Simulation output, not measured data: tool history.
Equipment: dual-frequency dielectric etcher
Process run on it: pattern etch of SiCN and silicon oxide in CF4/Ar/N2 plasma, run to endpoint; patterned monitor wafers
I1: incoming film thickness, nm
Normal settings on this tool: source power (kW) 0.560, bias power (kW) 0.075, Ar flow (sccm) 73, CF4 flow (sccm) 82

Run 1, hour 0.0: usual settings but CF4 flow (sccm) 70; I1 10.83. Result: endpoint time (s) 9.0.
Run 2, hour 24.1: usual settings; I1 10.87. Result: endpoint time (s) 8.9.
Run 3, hour 40.3: usual settings; I1 10.88. Result: endpoint time (s) 8.9.
Run 4, hour 71.9: usual settings; I1 10.86. Result: endpoint time (s) 8.9.
Run 5, hour 93.2: usual settings but source power (kW) 0.530, bias power (kW) 0.063; I1 10.89. Result: endpoint time (s) 10.1.
Run 6, hour 108.9: usual settings but source power (kW) 0.530, bias power (kW) 0.063; I1 10.85. Result: endpoint time (s) 9.9.
Run 7, hour 138.3: usual settings but source power (kW) 0.530, bias power (kW) 0.063; I1 10.92. Result: endpoint time (s) 9.8.
Run 8, hour 162.1: usual settings but Ar flow (sccm) 78, CF4 flow (sccm) 90; I1 10.89. Result: endpoint time (s) 8.9.
Run 9, hour 181.5: usual settings but Ar flow (sccm) 78, CF4 flow (sccm) 90; I1 11.02. Result: endpoint time (s) 9.0.
Run 10, hour 202.4: usual settings; I1 10.85. Result: endpoint time (s) 8.7.
Run 11, hour 228.0: usual settings but bias power (kW) 0.070; I1 10.88. Result: endpoint time (s) 8.9.
Run 12, hour 254.0: usual settings but bias power (kW) 0.083; I1 10.98. Result: endpoint time (s) 8.6.
At hour 262.6: Ar flow controller replaced.
At hour 317.8: upper electrode replaced.
Run 13, hour 359.3: usual settings but Ar flow (sccm) 86; I1 10.78. Result: endpoint time (s) 8.7.
At hour 366.8: source power generator calibrated.
At hour 450.2: CF4 flow controller replaced.
At hour 452.1: wet clean of the chamber.
At hour 453.4: bias power generator calibrated.
Run 14, hour 458.1: usual settings but source power (kW) 0.460, bias power (kW) 0.091, CF4 flow (sccm) 67; I1 10.86. Result: endpoint time (s) 10.9.
Run 15, hour 492.6: usual settings; I1 10.95. Result: endpoint time (s) 9.1.
Run 16, hour 527.6: usual settings but Ar flow (sccm) 60; I1 10.93. Result: endpoint time (s) 8.8.
Run 17, hour 559.2: usual settings but source power (kW) 0.440, bias power (kW) 0.065; I1 10.87. Result: endpoint time (s) 12.3.
Run 18, hour 592.9: usual settings but source power (kW) 0.520, Ar flow (sccm) 59; I1 10.82. Result: endpoint time (s) 9.5.

Hidden state, per run?
source power that arrives over what is set, %: 0, the same for each run
bias power that arrives over what is set, %: 0, the same for each run
Ar flow that arrives over what is set, %: 0, the same for each run
CF4 flow that arrives over what is set, %: 0, the same for each run
H1: etch rate over this chamber's usual, %
run       H1
  1    0.381
  2    0.642
  3    0.818
  4     1.16
  5     1.39
  6     1.56
  7     1.88
  8     2.14
  9     2.35
 10     2.57
 11     2.85
 12     3.13
 13     4.27
 14  -0.0629
 15    0.311
 16     0.69
 17     1.03
 18      1.4

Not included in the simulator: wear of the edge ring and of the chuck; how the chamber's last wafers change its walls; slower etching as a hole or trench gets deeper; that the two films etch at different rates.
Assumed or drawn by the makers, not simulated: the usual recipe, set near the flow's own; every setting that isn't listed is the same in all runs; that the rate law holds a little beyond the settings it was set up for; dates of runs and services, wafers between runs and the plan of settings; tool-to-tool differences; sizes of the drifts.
